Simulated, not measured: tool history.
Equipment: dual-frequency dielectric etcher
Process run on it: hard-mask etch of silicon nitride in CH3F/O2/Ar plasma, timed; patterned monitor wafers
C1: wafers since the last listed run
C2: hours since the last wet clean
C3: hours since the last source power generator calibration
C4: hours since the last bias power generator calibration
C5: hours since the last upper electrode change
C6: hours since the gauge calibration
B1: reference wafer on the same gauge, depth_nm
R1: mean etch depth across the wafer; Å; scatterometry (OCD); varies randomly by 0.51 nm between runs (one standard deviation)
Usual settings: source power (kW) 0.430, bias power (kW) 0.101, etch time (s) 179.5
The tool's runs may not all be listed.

Run 1, hour 0.0: usual settings but source power (kW) 0.360; C1 0; C2 247.4; C3 2113.1; C4 3863.1; C5 4137.1; C6 36.0; B1 127.1. Result: R1 1236 Å.
Run 2, hour 16.6: usual settings but etch time (s) 203.0; C1 132; C2 264.0; C3 2129.7; C4 3879.7; C5 4153.7; C6 52.6; B1 127.0. Result: R1 1489 Å.
Run 3, hour 27.4: usual settings but etch time (s) 203.0; C1 86; C2 274.8; C3 2140.5; C4 3890.5; C5 4164.5; C6 63.4; B1 127.0. Result: R1 1474 Å.
Run 4, hour 38.4: usual settings; C1 87; C2 285.8; C3 2151.5; C4 3901.5; C5 4175.5; C6 74.4; B1 127.1. Result: R1 1308 Å.
Run 5, hour 55.7: usual settings; C1 138; C2 303.1; C3 2168.8; C4 3918.8; C5 4192.8; C6 91.7; B1 126.9. Result: R1 1304 Å.
Run 6, hour 63.7: usual settings; C1 63; C2 311.1; C3 2176.8; C4 3926.8; C5 4200.8; C6 99.7; B1 127.0. Result: R1 1305 Å.
Run 7, hour 76.8: usual settings; C1 104; C2 324.2; C3 2189.9; C4 3939.9; C5 4213.9; C6 112.8; B1 127.0. Result: R1 1311 Å.
Run 8, hour 93.1: usual settings; C1 130; C2 340.5; C3 2206.2; C4 3956.2; C5 4230.2; C6 129.1; B1 126.8. Result: R1 1317 Å.
At hour 101.3: source power generator calibrated.
Run 9, hour 109.5: usual settings; C1 99; C2 356.9; C3 8.2; C4 3972.6; C5 4246.6; C6 145.5; B1 127.1. Result: R1 1314 Å.
Run 10, hour 123.7: usual settings; C1 113; C2 371.1; C3 22.4; C4 3986.8; C5 4260.8; C6 159.7; B1 127.0. Result: R1 1311 Å.
Run 11, hour 130.2: usual settings; C1 51; C2 377.6; C3 28.9; C4 3993.3; C5 4267.3; C6 166.2; B1 126.9. Result: R1 1311 Å.
Run 12, hour 140.4: usual settings; C1 81; C2 387.8; C3 39.1; C4 4003.5; C5 4277.5; C6 176.4; B1 127.0. Result: R1 1309 Å.
At hour 177.2: upper electrode replaced.
At hour 186.6: gauge calibrated.
At hour 200.0: wet clean of the chamber.
Run 13, hour 200.5: usual settings; C1 105; C2 0.5; C3 99.2; C4 4063.6; C5 23.3; C6 13.9; B1 127.0. Result: R1 1312 Å.
Run 14, hour 200.9: usual settings but etch time (s) 203.0; C1 3; C2 0.9; C3 99.6; C4 4064.0; C5 23.7; C6 14.3; B1 127.0. Result: R1 1480 Å.
Run 15, hour 201.3: usual settings; C1 3; C2 1.3; C3 100.0; C4 4064.4; C5 24.1; C6 14.7; B1 126.9. Result: R1 1310 Å.
Run 16, hour 201.6: usual settings but source power (kW) 0.340; C1 2; C2 1.6; C3 100.3; C4 4064.7; C5 24.4; C6 15.0; B1 127.1. Result: R1 1216 Å.
Run 17, hour 202.0: usual settings but source power (kW) 0.510, etch time (s) 127.5; C1 3; C2 2.0; C3 100.7; C4 4065.1; C5 24.8; C6 15.4; B1 127.1. Result: R1 980 Å.
Run 18, hour 215.1: usual settings but source power (kW) 0.360, etch time (s) 144.0; C1 104; C2 15.1; C3 113.8; C4 4078.2; C5 37.9; C6 28.5; B1 126.9. Result: R1 993 Å.
Run 19, hour 227.1: usual settings but source power (kW) 0.530, bias power (kW) 0.088; C1 95; C2 27.1; C3 125.8; C4 4090.2; C5 49.9; C6 40.5; B1 126.9. Result: R1 1333 Å.
At hour 260.1: bias power generator calibrated.
Run 20, hour 260.6: usual settings but source power (kW) 0.490, etch time (s) 222.0; C1 235; C2 60.6; C3 159.3; C4 0.5; C5 83.4; C6 74.0; B1 127.0. Result: R1 1687 Å.
Run 21, hour 269.1: usual settings; C1 67; C2 69.1; C3 167.8; C4 9.0; C5 91.9; C6 82.5; B1 127.2. Result: R1 1309 Å.
Run 22, hour 278.0: usual settings but source power (kW) 0.490, etch time (s) 127.0; C1 71; C2 78.0; C3 176.7; C4 17.9; C5 100.8; C6 91.4; B1 127.1. Result: R1 971 Å.
Run 23, hour 292.7: usual settings but source power (kW) 0.530, etch time (s) 207.0; C1 117; C2 92.7; C3 191.4; C4 32.6; C5 115.5; C6 106.1; B1 127.1. Result: R1 1619 Å.
Run 24, hour 309.2: usual settings but etch time (s) 161.0; C1 131; C2 109.2; C3 207.9; C4 49.1; C5 132.0; C6 122.6; B1 127.0. Result: R1 1168 Å.
Run 25, hour 326.6: usual settings but source power (kW) 0.360, bias power (kW) 0.113, etch time (s) 211.5; C1 139; C2 126.6; C3 225.3; C4 66.5; C5 149.4; C6 140.0; B1 127.2. Result: R1 1533 Å.

Predict each of these 4 candidate next runs independently; none follows another, all start after run 25:
Run A, hour 327.1: usual settings but bias power (kW) 0.080; C1 3; C2 127.1; C3 225.8; C4 67.0; C5 149.9; C6 140.5; B1 ?. Result: R1 ?.
Run B, hour 327.1: usual settings but source power (kW) 0.350, bias power (kW) 0.086; C1 3; C2 127.1; C3 225.8; C4 67.0; C5 149.9; C6 140.5; B1 ?. Result: R1 ?.
Run C, hour 327.1: usual settings but source power (kW) 0.500; C1 3; C2 127.1; C3 225.8; C4 67.0; C5 149.9; C6 140.5; B1 ?. Result: R1 ?.
Run D, hour 327.1: usual settings but source power (kW) 0.520, bias power (kW) 0.086; C1 3; C2 127.1; C3 225.8; C4 67.0; C5 149.9; C6 140.5; B1 ?. Result: R1 ?.

run     B1    R1
  A  127.0  1202
  B  127.0  1158
  C  127.0  1379
  D  127.0  1314
What these runs would have given with no unlogged condition in the tool:
run    R1
  A  1202
  B  1158
  C  1379
  D  1314

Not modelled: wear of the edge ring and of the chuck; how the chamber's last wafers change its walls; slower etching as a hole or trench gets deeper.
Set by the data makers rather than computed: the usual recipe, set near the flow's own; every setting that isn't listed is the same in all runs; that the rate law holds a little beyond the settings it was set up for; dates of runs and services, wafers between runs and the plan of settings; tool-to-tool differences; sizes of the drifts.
